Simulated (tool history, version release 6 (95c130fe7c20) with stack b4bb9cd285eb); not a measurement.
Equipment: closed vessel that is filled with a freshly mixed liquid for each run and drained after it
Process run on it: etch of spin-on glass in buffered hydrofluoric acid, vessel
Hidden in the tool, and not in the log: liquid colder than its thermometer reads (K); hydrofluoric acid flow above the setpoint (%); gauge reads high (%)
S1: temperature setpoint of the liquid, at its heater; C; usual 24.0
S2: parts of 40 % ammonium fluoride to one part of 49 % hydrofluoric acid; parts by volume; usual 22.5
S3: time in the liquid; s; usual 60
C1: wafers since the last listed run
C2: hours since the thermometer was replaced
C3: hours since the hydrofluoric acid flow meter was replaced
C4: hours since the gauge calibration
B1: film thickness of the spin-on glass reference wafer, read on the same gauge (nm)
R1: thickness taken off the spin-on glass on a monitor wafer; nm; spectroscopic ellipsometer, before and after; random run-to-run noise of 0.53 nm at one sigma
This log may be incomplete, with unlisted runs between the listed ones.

{"run": 1, "hour": 0.0, "S1": 24.0, "S2": 22.5, "S3": 60, "C1": 0, "C2": 774.0, "C3": 1470.4, "C4": 253.6, "B1": 49.99, "R1": 91.07}
{"run": 2, "hour": 23.1, "S1": 22.0, "S2": 18.0, "S3": 60, "C1": 1725, "C2": 797.1, "C3": 1493.5, "C4": 276.7, "B1": 50.01, "R1": 98.92}
{"run": 3, "hour": 38.4, "S1": 22.0, "S2": 22.5, "S3": 70, "C1": 1143, "C2": 812.4, "C3": 1508.8, "C4": 292.0, "B1": 50.04, "R1": 95.13}
{"run": 4, "hour": 57.1, "S1": 22.0, "S2": 22.5, "S3": 70, "C1": 1397, "C2": 831.1, "C3": 1527.5, "C4": 310.7, "B1": 49.98, "R1": 96.1}
{"run": 5, "hour": 70.7, "S1": 22.0, "S2": 22.5, "S3": 70, "C1": 1016, "C2": 844.7, "C3": 1541.1, "C4": 324.3, "B1": 49.97, "R1": 95.16}
{"run": 6, "hour": 101.1, "S1": 24.0, "S2": 22.5, "S3": 60, "C1": 2271, "C2": 875.1, "C3": 1571.5, "C4": 354.7, "B1": 49.97, "R1": 92.06}
{"run": 7, "hour": 129.6, "S1": 24.0, "S2": 22.5, "S3": 60, "C1": 2129, "C2": 903.6, "C3": 1600.0, "C4": 383.2, "B1": 50.04, "R1": 91.23}
{"run": 8, "hour": 214.7, "S1": 24.0, "S2": 22.5, "S3": 60, "C1": 6358, "C2": 988.7, "C3": 1685.1, "C4": 468.3, "B1": 49.99, "R1": 91.12}
{"run": 9, "hour": 264.4, "S1": 24.0, "S2": 22.5, "S3": 60, "C1": 3713, "C2": 1038.4, "C3": 1734.8, "C4": 518.0, "B1": 50.02, "R1": 91.32}
{"run": 10, "hour": 287.2, "S1": 22.5, "S2": 27.5, "S3": 60, "C1": 1703, "C2": 1061.2, "C3": 1757.6, "C4": 540.8, "B1": 49.97, "R1": 72.39}
{"run": 11, "hour": 301.0, "S1": 22.5, "S2": 27.5, "S3": 60, "C1": 1031, "C2": 1075.0, "C3": 1771.4, "C4": 554.6, "B1": 50.0, "R1": 73.22}
{"run": 12, "hour": 321.5, "S1": 24.0, "S2": 22.5, "S3": 60, "C1": 1531, "C2": 1095.5, "C3": 1791.9, "C4": 575.1, "B1": 49.99, "R1": 91.63}
{"hour": 344.4, "done": "hydrofluoric acid flow meter replaced"}
{"run": 13, "hour": 355.0, "S1": 24.0, "S2": 22.5, "S3": 60, "C1": 2428, "C2": 1129.0, "C3": 10.6, "C4": 608.6, "B1": 50.01, "R1": 90.27}
{"hour": 372.5, "done": "thermometer replaced"}
{"run": 14, "hour": 397.8, "S1": 24.0, "S2": 22.5, "S3": 40, "C1": 3123, "C2": 25.3, "C3": 53.4, "C4": 651.4, "B1": 50.01, "R1": 60.5}
{"run": 15, "hour": 428.6, "S1": 24.0, "S2": 22.5, "S3": 40, "C1": 2301, "C2": 56.1, "C3": 84.2, "C4": 682.2, "B1": 49.97, "R1": 61.24}
{"run": 16, "hour": 443.5, "S1": 24.0, "S2": 22.5, "S3": 60, "C1": 1113, "C2": 71.0, "C3": 99.1, "C4": 697.1, "B1": 50.02, "R1": 90.85}
{"run": 17, "hour": 476.1, "S1": 24.0, "S2": 22.5, "S3": 80, "C1": 2435, "C2": 103.6, "C3": 131.7, "C4": 729.7, "B1": 50.0, "R1": 121.02}
{"run": 18, "hour": 496.7, "S1": 21.0, "S2": 15.5, "S3": 45, "C1": 1539, "C2": 124.2, "C3": 152.3, "C4": 750.3, "B1": 49.99, "R1": 81.09}
{"run": 19, "hour": 510.1, "S1": 22.0, "S2": 22.5, "S3": 60, "C1": 1001, "C2": 137.6, "C3": 165.7, "C4": 763.7, "B1": 50.03, "R1": 81.73}
{"run": 20, "hour": 536.5, "S1": 24.0, "S2": 22.5, "S3": 80, "C1": 1972, "C2": 164.0, "C3": 192.1, "C4": 790.1, "B1": 50.0, "R1": 121.71}
{"run": 21, "hour": 570.2, "S1": 28.0, "S2": 22.5, "S3": 60, "C1": 2517, "C2": 197.7, "C3": 225.8, "C4": 823.8, "B1": 50.01, "R1": 112.73}
{"run": 22, "hour": 617.0, "S1": 24.0, "S2": 22.5, "S3": 60, "C1": 3496, "C2": 244.5, "C3": 272.6, "C4": 870.6, "B1": 50.02, "R1": 91.11}
{"run": 23, "hour": 634.6, "S1": 24.0, "S2": 22.5, "S3": 60, "C1": 1314, "C2": 262.1, "C3": 290.2, "C4": 888.2, "B1": 49.98, "R1": 91.54}
{"hour": 641.3, "done": "gauge calibrated"}
{"run": 24, "hour": 667.8, "S1": 24.0, "S2": 18.0, "S3": 30, "C1": 2480, "C2": 295.3, "C3": 323.4, "C4": 26.5, "B1": 50.0, "R1": 54.95}
{"run": 25, "hour": 680.9, "S1": 24.0, "S2": 28.0, "S3": 60, "C1": 978, "C2": 308.4, "C3": 336.5, "C4": 39.6, "B1": 49.98, "R1": 78.51}
{"run": 26, "hour": 704.9, "S1": 24.0, "S2": 30.0, "S3": 60, "C1": 1793, "C2": 332.4, "C3": 360.5, "C4": 63.6, "B1": 50.01, "R1": 74.48}
{"run": 27, "hour": 720.1, "S1": 22.5, "S2": 27.5, "S3": 60, "C1": 1135, "C2": 347.6, "C3": 375.7, "C4": 78.8, "B1": 49.96, "R1": 72.54}
{"run": 28, "hour": 733.1, "S1": 28.5, "S2": 19.5, "S3": 80, "C1": 971, "C2": 360.6, "C3": 388.7, "C4": 91.8, "B1": 50.02, "R1": 173.04}
{"run": 29, "hour": 759.1, "S1": 28.0, "S2": 22.5, "S3": 45, "C1": 1942, "C2": 386.6, "C3": 414.7, "C4": 117.8, "B1": 50.0, "R1": 84.42}
{"run": 30, "hour": 851.8, "S1": 24.0, "S2": 22.5, "S3": 85, "C1": 6925, "C2": 479.3, "C3": 507.4, "C4": 210.5, "B1": 50.01, "R1": 127.91}
{"run": 31, "hour": 876.5, "S1": 28.5, "S2": 22.5, "S3": 60, "C1": 1845, "C2": 504.0, "C3": 532.1, "C4": 235.2, "B1": 49.99, "R1": 117.06}
{"run": 32, "hour": 891.6, "S1": 27.0, "S2": 18.5, "S3": 60, "C1": 1128, "C2": 519.1, "C3": 547.2, "C4": 250.3, "B1": 50.01, "R1": 125.28}
{"run": 33, "hour": 914.6, "S1": 24.0, "S2": 22.5, "S3": 60, "C1": 1718, "C2": 542.1, "C3": 570.2, "C4": 273.3, "B1": 50.02, "R1": 90.81}

State the hidden condition of the tool at each of the runs:
liquid colder than its thermometer reads (K): 0 across all the runs
hydrofluoric acid flow above the setpoint (%): 0 across all the runs
gauge reads high (%): 0 across all the runs

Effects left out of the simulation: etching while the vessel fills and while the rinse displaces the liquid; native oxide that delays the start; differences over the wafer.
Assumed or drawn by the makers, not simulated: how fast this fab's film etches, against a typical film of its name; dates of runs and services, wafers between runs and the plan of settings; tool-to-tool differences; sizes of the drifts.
